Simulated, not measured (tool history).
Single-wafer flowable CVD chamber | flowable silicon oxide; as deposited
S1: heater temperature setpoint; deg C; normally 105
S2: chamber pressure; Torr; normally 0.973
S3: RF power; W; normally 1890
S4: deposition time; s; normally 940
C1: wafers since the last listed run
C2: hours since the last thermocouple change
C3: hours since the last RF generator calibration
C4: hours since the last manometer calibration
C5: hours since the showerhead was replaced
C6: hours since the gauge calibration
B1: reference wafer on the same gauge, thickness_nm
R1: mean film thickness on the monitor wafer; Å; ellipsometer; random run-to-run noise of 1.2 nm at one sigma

run	hour	S1	S2	S3	S4	C1	C2	C3	C4	C5	C6	B1	R1
1	0.0	105	0.973	1890	940	0	2482.4	1476.8	1150.6	6458.6	1597.8	666.962	5959.62
2	39.8	105	0.973	1890	940	84	2522.2	1516.6	1190.4	6498.4	1637.6	668.270	5956.40
# hour 84.5: RF generator calibrated
3	99.1	105	0.973	1890	940	108	2581.5	14.6	1249.7	6557.7	1696.9	668.803	5956.92
4	148.3	105	0.973	1890	940	104	2630.7	63.8	1298.9	6606.9	1746.1	668.670	5960.95
5	197.2	98	0.973	1890	940	103	2679.6	112.7	1347.8	6655.8	1795.0	667.074	7489.24
6	228.9	98	0.973	1890	940	67	2711.3	144.4	1379.5	6687.5	1826.7	668.458	7462.71
7	286.8	105	0.973	1890	940	122	2769.2	202.3	1437.4	6745.4	1884.6	667.609	5957.32
# hour 330.8: capacitance manometer re-zeroed and calibrated
8	334.9	105	0.890	2060	940	85	2817.3	250.4	4.1	6793.5	1932.7	668.004	5532.53
# hour 367.6: thermocouple changed; heater temperature recalibrated
9	384.7	105	0.973	1890	882	88	17.1	300.2	53.9	6843.3	1982.5	668.054	5679.19
10	521.0	105	0.973	2075	988	289	153.4	436.5	190.2	6979.6	2118.8	668.205	6437.76
11	587.8	105	0.973	2230	940	141	220.2	503.3	257.0	7046.4	2185.6	668.716	6205.20
12	637.5	105	0.973	1890	940	105	269.9	553.0	306.7	7096.1	2235.3	668.061	6035.44
13	689.8	105	1.037	1890	940	111	322.2	605.3	359.0	7148.4	2287.6	668.392	6456.84
14	751.8	105	1.121	2195	1004	131	384.2	667.3	421.0	7210.4	2349.6	667.714	7602.39
15	784.1	95	1.095	1525	1076	68	416.5	699.6	453.3	7242.7	2381.9	668.457	10334.20
16	829.5	105	1.171	1890	1069	96	461.9	745.0	498.7	7288.1	2427.3	667.291	8228.62
# hour 869.0: showerhead replaced
17	900.4	105	0.973	1890	940	133	532.8	815.9	569.6	31.4	2498.2	668.640	6067.89
# hour 926.2: thermocouple changed; heater temperature recalibrated, repeated, since the last time left the tool worse
18	946.0	105	0.973	1890	940	79	19.8	861.5	615.2	77.0	2543.8	668.498	5885.45
19	977.6	105	1.106	1890	883	67	51.4	893.1	646.8	108.6	2575.4	668.069	6279.56
20	1015.2	94	0.973	2235	940	79	89.0	930.7	684.4	146.2	2613.0	667.967	8624.49
# hour 1028.6: gauge calibrated
21	1075.6	105	0.973	1890	1045	128	149.4	991.1	744.8	206.6	47.0	667.999	6560.35
22	1119.0	118	0.973	1890	940	92	192.8	1034.5	788.2	250.0	90.4	667.248	3945.07
23	1157.7	114	1.172	1890	940	82	231.5	1073.2	826.9	288.7	129.1	667.631	5326.42
24	1222.2	105	0.973	1890	940	136	296.0	1137.7	891.4	353.2	193.6	667.576	5897.66
25	1426.3	90	0.973	1890	940	433	500.1	1341.8	1095.5	557.3	397.7	667.264	9614.54
26	1483.6	105	1.056	2260	1110	121	557.4	1399.1	1152.8	614.6	455.0	667.638	7816.88
27	1538.0	115	0.973	1995	835	115	611.8	1453.5	1207.2	669.0	509.4	667.850	3883.22

For some of the steps in R1 from one run to the next: how much would appear even if the tool had no hidden state, given the settings, what came in and random variation, and how much remains for the hidden state plus any gauge scatter that the measured result and the result without hidden state don't share?
The tool's hidden condition here consists of: wafer temperature above the value expected at the setpoint (K); delivered RF power above the setpoint (%); true pressure above the setpoint (%); gauge reads high (%).
Run 14 -> 15: S1 105 -> 95, S2 1.121 -> 1.095, S3 2195 -> 1525, S4 1004 -> 1076. R1 +2731.81 Å: hidden state +79.10, all else +2652.71.
Run 17 -> 18: thermocouple changed; heater temperature recalibrated, repeated, since the last time left the tool worse. R1 -182.44 Å: hidden state -179.95, all else -2.49.
Run 24 -> 25: S1 105 -> 90. R1 +3716.88 Å: hidden state +34.90, all else +3681.98.
Run 26 -> 27: S1 105 -> 115, S2 1.056 -> 0.973, S3 2260 -> 1995, S4 1110 -> 835. R1 -3933.66 Å: hidden state -25.08, all else -3908.58.

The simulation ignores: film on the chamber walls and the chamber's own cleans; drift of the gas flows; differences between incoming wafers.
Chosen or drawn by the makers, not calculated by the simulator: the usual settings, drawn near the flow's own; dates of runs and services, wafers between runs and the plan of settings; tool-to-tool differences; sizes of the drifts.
